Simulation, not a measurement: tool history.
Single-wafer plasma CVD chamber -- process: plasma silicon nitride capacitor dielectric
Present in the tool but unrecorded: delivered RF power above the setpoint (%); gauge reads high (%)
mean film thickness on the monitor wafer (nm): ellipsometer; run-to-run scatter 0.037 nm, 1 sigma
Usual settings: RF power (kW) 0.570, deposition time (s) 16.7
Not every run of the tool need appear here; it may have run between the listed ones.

| run | hour | RF power (kW) | deposition time (s) | wafers since the last listed run | hours since the last RF generator calibration | hours since the showerhead was replaced | hours since the gauge calibration | read-back reference wafer on the same gauge, thickness_nm | mean film thickness on the monitor wafer (nm) |
|---|---|---|---|---|---|---|---|---|---|
| 1 | 0.0 | 0.570 | 16.7 | 0 | 2103.9 | 2001.1 | 489.6 | 24.501 | 24.095 |
| 2 | 53.1 | 0.570 | 16.7 | 1085 | 2157.0 | 2054.2 | 542.7 | 24.501 | 24.131 |
| 3 | 110.5 | 0.570 | 16.7 | 1173 | 2214.4 | 2111.6 | 600.1 | 24.502 | 24.061 |
| 4 | 162.3 | 0.570 | 16.7 | 1058 | 2266.2 | 2163.4 | 651.9 | 24.491 | 24.075 |
| 5 | 216.7 | 0.570 | 16.7 | 1112 | 2320.6 | 2217.8 | 706.3 | 24.502 | 24.037 |
| 6 | 307.4 | 0.570 | 16.7 | 1854 | 2411.3 | 2308.5 | 797.0 | 24.518 | 24.034 |
|  | 354.7 | gauge calibrated |
| 7 | 410.3 | 0.570 | 16.7 | 2103 | 2514.2 | 2411.4 | 55.6 | 24.509 | 24.054 |
|  | 478.1 | RF generator calibrated |
| 8 | 494.3 | 0.570 | 16.7 | 1553 | 16.2 | 2495.4 | 139.6 | 24.504 | 24.365 |
|  | 508.2 | showerhead replaced |
| 9 | 545.5 | 0.570 | 15.6 | 883 | 67.4 | 37.3 | 190.8 | 24.500 | 22.771 |
| 10 | 613.8 | 0.675 | 15.8 | 1396 | 135.7 | 105.6 | 259.1 | 24.502 | 23.885 |
| 11 | 705.2 | 0.570 | 16.7 | 1868 | 227.1 | 197.0 | 350.5 | 24.495 | 24.370 |
| 12 | 785.7 | 0.570 | 14.3 | 1645 | 307.6 | 277.5 | 431.0 | 24.490 | 20.828 |
| 13 | 888.0 | 0.570 | 14.8 | 2091 | 409.9 | 379.8 | 533.3 | 24.490 | 21.596 |
| 14 | 935.7 | 0.570 | 16.7 | 975 | 457.6 | 427.5 | 581.0 | 24.485 | 24.404 |
| 15 | 1008.7 | 0.455 | 14.9 | 1492 | 530.6 | 500.5 | 654.0 | 24.507 | 20.812 |
|  | 1096.2 | gauge calibrated |
| 16 | 1112.6 | 0.570 | 16.7 | 2124 | 634.5 | 604.4 | 16.4 | 24.498 | 24.381 |

4 options for the next run, each taken on its own from the tool as it stands now. Forecast them:
| A | 1113.0 | 0.570 | 16.7 | 8 | 634.9 | 604.8 | 16.8 | ? | ? |
| B | 1113.0 | 0.665 | 14.0 | 8 | 634.9 | 604.8 | 16.8 | ? | ? |
| C | 1113.0 | 0.665 | 16.7 | 8 | 634.9 | 604.8 | 16.8 | ? | ? |
| D | 1113.0 | 0.465 | 18.1 | 8 | 634.9 | 604.8 | 16.8 | ? | ? |

| run | read-back reference wafer on the same gauge, thickness_nm | mean film thickness on the monitor wafer (nm) |
|---|---|---|
| A | 24.500 | 24.385 |
| B | 24.500 | 21.090 |
| C | 24.500 | 25.157 |
| D | 24.500 | 25.426 |
Take away the tool's hidden state, keep each run's random variation, and the runs would have read:
| run | mean film thickness on the monitor wafer (nm) |
|---|---|
| A | 24.488 |
| B | 21.179 |
| C | 25.263 |
| D | 25.534 |
